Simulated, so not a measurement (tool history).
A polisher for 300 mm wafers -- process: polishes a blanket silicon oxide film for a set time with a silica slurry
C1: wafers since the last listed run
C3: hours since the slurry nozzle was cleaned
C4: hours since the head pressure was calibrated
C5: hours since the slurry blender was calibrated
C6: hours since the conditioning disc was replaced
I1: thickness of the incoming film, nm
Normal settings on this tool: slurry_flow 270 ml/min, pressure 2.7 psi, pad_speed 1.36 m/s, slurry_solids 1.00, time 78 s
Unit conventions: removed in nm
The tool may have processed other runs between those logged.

{"run": 1, "day": 0.0, "slurry_flow": 270, "pressure": 2.7, "pad_speed": 0.98, "slurry_solids": 1.0, "time": 78, "C1": 0, "wafers polished on this pad": 616, "C3": 732.9, "C4": 1023.1, "C5": 103.3, "C6": 306.9, "I1": 1069.7, "removed": 168.4}
{"run": 2, "day": 0.296, "slurry_flow": 270, "pressure": 2.7, "pad_speed": 1.36, "slurry_solids": 1.0, "time": 78, "C1": 75, "wafers polished on this pad": 691, "C3": 740.0, "C4": 1030.2, "C5": 110.4, "C6": 314.0, "I1": 1071.0, "removed": 217.6}
{"run": 3, "day": 0.804, "slurry_flow": 270, "pressure": 2.7, "pad_speed": 1.36, "slurry_solids": 1.0, "time": 78, "C1": 129, "wafers polished on this pad": 821, "C3": 752.2, "C4": 1042.4, "C5": 122.6, "C6": 326.2, "I1": 1092.0, "removed": 214.1}
{"run": 4, "day": 1.204, "slurry_flow": 270, "pressure": 2.7, "pad_speed": 1.36, "slurry_solids": 1.0, "time": 78, "C1": 101, "wafers polished on this pad": 923, "C3": 761.8, "C4": 1052.0, "C5": 132.2, "C6": 335.8, "I1": 1070.0, "removed": 215.6}
{"run": 5, "day": 1.708, "slurry_flow": 270, "pressure": 2.7, "pad_speed": 1.36, "slurry_solids": 1.0, "time": 78, "C1": 128, "wafers polished on this pad": 1051, "C3": 773.9, "C4": 1064.1, "C5": 144.3, "C6": 347.9, "I1": 1078.5, "removed": 217.2}
{"run": 6, "day": 1.962, "slurry_flow": 270, "pressure": 2.7, "pad_speed": 1.36, "slurry_solids": 1.0, "time": 78, "C1": 64, "wafers polished on this pad": 1116, "C3": 780.0, "C4": 1070.2, "C5": 150.4, "C6": 354.0, "I1": 1062.0, "removed": 214.3}
{"day": 2.367, "done": "worn pad replaced by a new one"}
{"run": 7, "day": 2.388, "slurry_flow": 270, "pressure": 2.7, "pad_speed": 1.36, "slurry_solids": 1.0, "time": 78, "C1": 65, "wafers polished on this pad": 5, "C3": 790.2, "C4": 1080.4, "C5": 160.6, "C6": 364.2, "I1": 1055.9, "removed": 213.3}
{"run": 8, "day": 2.604, "slurry_flow": 270, "pressure": 2.7, "pad_speed": 1.36, "slurry_solids": 1.0, "time": 78, "C1": 55, "wafers polished on this pad": 61, "C3": 795.4, "C4": 1085.6, "C5": 165.8, "C6": 369.4, "I1": 1074.1, "removed": 212.0}
{"day": 3.338, "done": "head pressure recalibrated"}
{"run": 9, "day": 3.358, "slurry_flow": 270, "pressure": 2.5, "pad_speed": 1.36, "slurry_solids": 1.0, "time": 78, "C1": 171, "wafers polished on this pad": 232, "C3": 813.5, "C4": 0.5, "C5": 183.9, "C6": 387.5, "I1": 1073.1, "removed": 200.1}
{"day": 3.958, "done": "slurry nozzle cleaned"}
{"run": 10, "day": 3.996, "slurry_flow": 270, "pressure": 2.7, "pad_speed": 1.66, "slurry_solids": 1.0, "time": 78, "C1": 151, "wafers polished on this pad": 384, "C3": 0.9, "C4": 15.8, "C5": 199.2, "C6": 402.8, "I1": 1085.4, "removed": 243.9}
{"run": 11, "day": 4.683, "slurry_flow": 270, "pressure": 3.2, "pad_speed": 1.58, "slurry_solids": 0.75, "time": 101, "C1": 175, "wafers polished on this pad": 559, "C3": 17.4, "C4": 32.3, "C5": 215.7, "C6": 419.3, "I1": 1087.9, "removed": 315.0}
{"day": 4.775, "done": "slurry blender recalibrated"}
{"run": 12, "day": 5.225, "slurry_flow": 270, "pressure": 1.9, "pad_speed": 1.36, "slurry_solids": 1.2, "time": 97, "C1": 116, "wafers polished on this pad": 676, "C3": 30.4, "C4": 45.3, "C5": 10.8, "C6": 432.3, "I1": 1057.3, "removed": 201.9}
{"run": 13, "day": 5.588, "slurry_flow": 270, "pressure": 2.7, "pad_speed": 1.36, "slurry_solids": 1.0, "time": 78, "C1": 92, "wafers polished on this pad": 768, "C3": 39.1, "C4": 54.0, "C5": 19.5, "C6": 441.0, "I1": 1075.1, "removed": 211.1}
{"day": 5.767, "done": "conditioning disc replaced and pad reconditioned"}
{"run": 14, "day": 6.288, "slurry_flow": 335, "pressure": 3.6, "pad_speed": 1.0, "slurry_solids": 1.0, "time": 99, "C1": 157, "wafers polished on this pad": 925, "C3": 55.9, "C4": 70.8, "C5": 36.3, "C6": 12.5, "I1": 1060.7, "removed": 305.0}
{"run": 15, "day": 6.721, "slurry_flow": 270, "pressure": 2.7, "pad_speed": 1.36, "slurry_solids": 1.0, "time": 78, "C1": 110, "wafers polished on this pad": 1036, "C3": 66.3, "C4": 81.2, "C5": 46.7, "C6": 22.9, "I1": 1051.9, "removed": 222.1}
{"run": 16, "day": 6.996, "slurry_flow": 270, "pressure": 3.5, "pad_speed": 1.36, "slurry_solids": 0.8, "time": 78, "C1": 70, "wafers polished on this pad": 1106, "C3": 72.9, "C4": 87.8, "C5": 53.3, "C6": 29.5, "I1": 1061.8, "removed": 258.4}
{"run": 17, "day": 7.45, "slurry_flow": 270, "pressure": 2.7, "pad_speed": 1.36, "slurry_solids": 1.0, "time": 78, "C1": 115, "wafers polished on this pad": 1222, "C3": 83.8, "C4": 98.7, "C5": 64.2, "C6": 40.4, "I1": 1061.9, "removed": 224.7}
{"day": 8.067, "done": "worn pad replaced by a new one"}
{"run": 18, "day": 8.088, "slurry_flow": 270, "pressure": 2.7, "pad_speed": 1.08, "slurry_solids": 1.1, "time": 78, "C1": 120, "wafers polished on this pad": 4, "C3": 99.1, "C4": 114.0, "C5": 79.5, "C6": 55.7, "I1": 1073.4, "removed": 193.2}
{"run": 19, "day": 8.542, "slurry_flow": 270, "pressure": 3.1, "pad_speed": 1.36, "slurry_solids": 0.9, "time": 78, "C1": 115, "wafers polished on this pad": 120, "C3": 110.0, "C4": 124.9, "C5": 90.4, "C6": 66.6, "I1": 1067.3, "removed": 242.9}
{"run": 20, "day": 9.25, "slurry_flow": 270, "pressure": 1.9, "pad_speed": 1.36, "slurry_solids": 1.0, "time": 78, "C1": 180, "wafers polished on this pad": 301, "C3": 127.0, "C4": 141.9, "C5": 107.4, "C6": 83.6, "I1": 1073.2, "removed": 155.8}
{"run": 21, "day": 9.525, "slurry_flow": 340, "pressure": 3.4, "pad_speed": 1.36, "slurry_solids": 1.0, "time": 78, "C1": 70, "wafers polished on this pad": 371, "C3": 133.6, "C4": 148.5, "C5": 114.0, "C6": 90.2, "I1": 1048.6, "removed": 283.1}
{"run": 22, "day": 10.246, "slurry_flow": 270, "pressure": 2.7, "pad_speed": 1.5, "slurry_solids": 1.0, "time": 65, "C1": 183, "wafers polished on this pad": 555, "C3": 150.9, "C4": 165.8, "C5": 131.3, "C6": 107.5, "I1": 1071.7, "removed": 199.3}
{"run": 23, "day": 10.846, "slurry_flow": 270, "pressure": 2.7, "pad_speed": 1.36, "slurry_solids": 1.0, "time": 78, "C1": 152, "wafers polished on this pad": 708, "C3": 165.3, "C4": 180.2, "C5": 145.7, "C6": 121.9, "I1": 1074.1, "removed": 219.8}
{"run": 24, "day": 11.212, "slurry_flow": 270, "pressure": 3.5, "pad_speed": 1.36, "slurry_solids": 0.8, "time": 88, "C1": 93, "wafers polished on this pad": 801, "C3": 174.1, "C4": 189.0, "C5": 154.5, "C6": 130.7, "I1": 1062.8, "removed": 293.1}
{"run": 25, "day": 11.912, "slurry_flow": 270, "pressure": 2.7, "pad_speed": 1.36, "slurry_solids": 1.0, "time": 78, "C1": 178, "wafers polished on this pad": 980, "C3": 190.9, "C4": 205.8, "C5": 171.3, "C6": 147.5, "I1": 1075.3, "removed": 216.8}
{"run": 26, "day": 12.338, "slurry_flow": 225, "pressure": 2.7, "pad_speed": 1.66, "slurry_solids": 0.85, "time": 101, "C1": 108, "wafers polished on this pad": 1088, "C3": 201.1, "C4": 216.0, "C5": 181.5, "C6": 157.7, "I1": 1086.0, "removed": 306.8}
{"day": 12.512, "done": "slurry blender recalibrated"}
{"run": 27, "day": 12.696, "slurry_flow": 245, "pressure": 2.4, "pad_speed": 1.36, "slurry_solids": 0.85, "time": 78, "C1": 70, "wafers polished on this pad": 1158, "C3": 209.7, "C4": 224.6, "C5": 4.4, "C6": 166.3, "I1": 1064.5, "removed": 182.9}

Predict each of these 3 candidate next runs independently; none follows another, all start after run 27:
{"run": "A", "day": 12.717, "slurry_flow": 270, "pressure": 2.7, "pad_speed": 1.36, "slurry_solids": 1.0, "time": 78, "C1": 5, "wafers polished on this pad": 1163, "C3": 210.2, "C4": 225.1, "C5": 4.9, "C6": 166.8, "I1": 1049.0, "removed": "?"}
{"run": "B", "day": 12.717, "slurry_flow": 340, "pressure": 2.1, "pad_speed": 0.9, "slurry_solids": 1.0, "time": 51, "C1": 5, "wafers polished on this pad": 1163, "C3": 210.2, "C4": 225.1, "C5": 4.9, "C6": 166.8, "I1": 1049.0, "removed": "?"}
{"run": "C", "day": 12.717, "slurry_flow": 270, "pressure": 2.7, "pad_speed": 1.36, "slurry_solids": 0.85, "time": 78, "C1": 5, "wafers polished on this pad": 1163, "C3": 210.2, "C4": 225.1, "C5": 4.9, "C6": 166.8, "I1": 1049.0, "removed": "?"}

run=A removed=220.8
run=B removed=83.0
run=C removed=205.3
What these runs would have given with no unlogged condition in the tool:
run=A removed=223.7
run=B removed=83.6
run=C removed=208.1

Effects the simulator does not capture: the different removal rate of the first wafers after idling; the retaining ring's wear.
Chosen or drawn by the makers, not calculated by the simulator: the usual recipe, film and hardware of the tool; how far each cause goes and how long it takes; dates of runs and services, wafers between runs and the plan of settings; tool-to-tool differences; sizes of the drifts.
